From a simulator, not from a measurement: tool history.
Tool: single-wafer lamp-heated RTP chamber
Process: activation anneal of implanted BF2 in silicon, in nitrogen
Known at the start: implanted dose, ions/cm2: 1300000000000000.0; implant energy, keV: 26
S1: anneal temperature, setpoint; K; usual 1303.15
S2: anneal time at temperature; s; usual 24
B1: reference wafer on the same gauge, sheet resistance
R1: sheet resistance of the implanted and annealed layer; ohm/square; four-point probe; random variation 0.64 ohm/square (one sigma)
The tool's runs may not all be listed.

| run | hour | S1 | S2 | B1 | R1 |
|---|---|---|---|---|---|
| 1 | 0 | 1282.15 | 24 | 124.99 | 148.58 |
| 2 | 18.6 | 1282.15 | 24 | 125.06 | 149.4 |
| 3 | 38.3 | 1303.15 | 24 | 124.97 | 131.94 |
| 4 | 73.4 | 1303.15 | 24 | 124.95 | 131.72 |
| 5 | 89.9 | 1303.15 | 24 | 124.88 | 131.85 |
| 6 | 116.5 | 1303.15 | 24 | 124.91 | 130.64 |
|  | 136.7 | pyrometer window cleaned and pyrometer calibrated |
| 7 | 137.2 | 1303.15 | 24 | 125.16 | 131.51 |
| 8 | 159.8 | 1303.15 | 24 | 124.78 | 130.94 |
| 9 | 188.1 | 1303.15 | 24 | 124.96 | 130.29 |
|  | 207.6 | reflector plate cleaned |
| 10 | 261.7 | 1303.15 | 15 | 125.11 | 144.77 |
| 11 | 296.3 | 1329.15 | 31 | 125.03 | 116.52 |
| 12 | 309.8 | 1283.15 | 15 | 125.09 | 163.26 |
|  | 330.4 | gauge calibrated |
| 13 | 340.3 | 1326.15 | 37 | 125.07 | 115.27 |
| 14 | 361.8 | 1303.15 | 24 | 124.92 | 135.58 |
| 15 | 378.8 | 1282.15 | 29 | 124.97 | 150.24 |
| 16 | 391.4 | 1278.15 | 24 | 124.97 | 157.31 |
| 17 | 430.8 | 1329.15 | 18 | 125.07 | 124.9 |
| 18 | 454.9 | 1311.15 | 20 | 125.08 | 132.64 |

Forecast each of these 3 alternatives for the next run:
| A | 455.3 | 1315.15 | 24 | ? | ? |
| B | 455.3 | 1311.15 | 12 | ? | ? |
| C | 455.3 | 1294.15 | 31 | ? | ? |

| run | B1 | R1 |
|---|---|---|
| A | 124.85 | 127.33 |
| B | 124.85 | 142.09 |
| C | 124.85 | 136.91 |
Without the tool's hidden state the same runs would have given:
| run | R1 |
|---|---|
| A | 128.47 |
| B | 143.43 |
| C | 138.4 |

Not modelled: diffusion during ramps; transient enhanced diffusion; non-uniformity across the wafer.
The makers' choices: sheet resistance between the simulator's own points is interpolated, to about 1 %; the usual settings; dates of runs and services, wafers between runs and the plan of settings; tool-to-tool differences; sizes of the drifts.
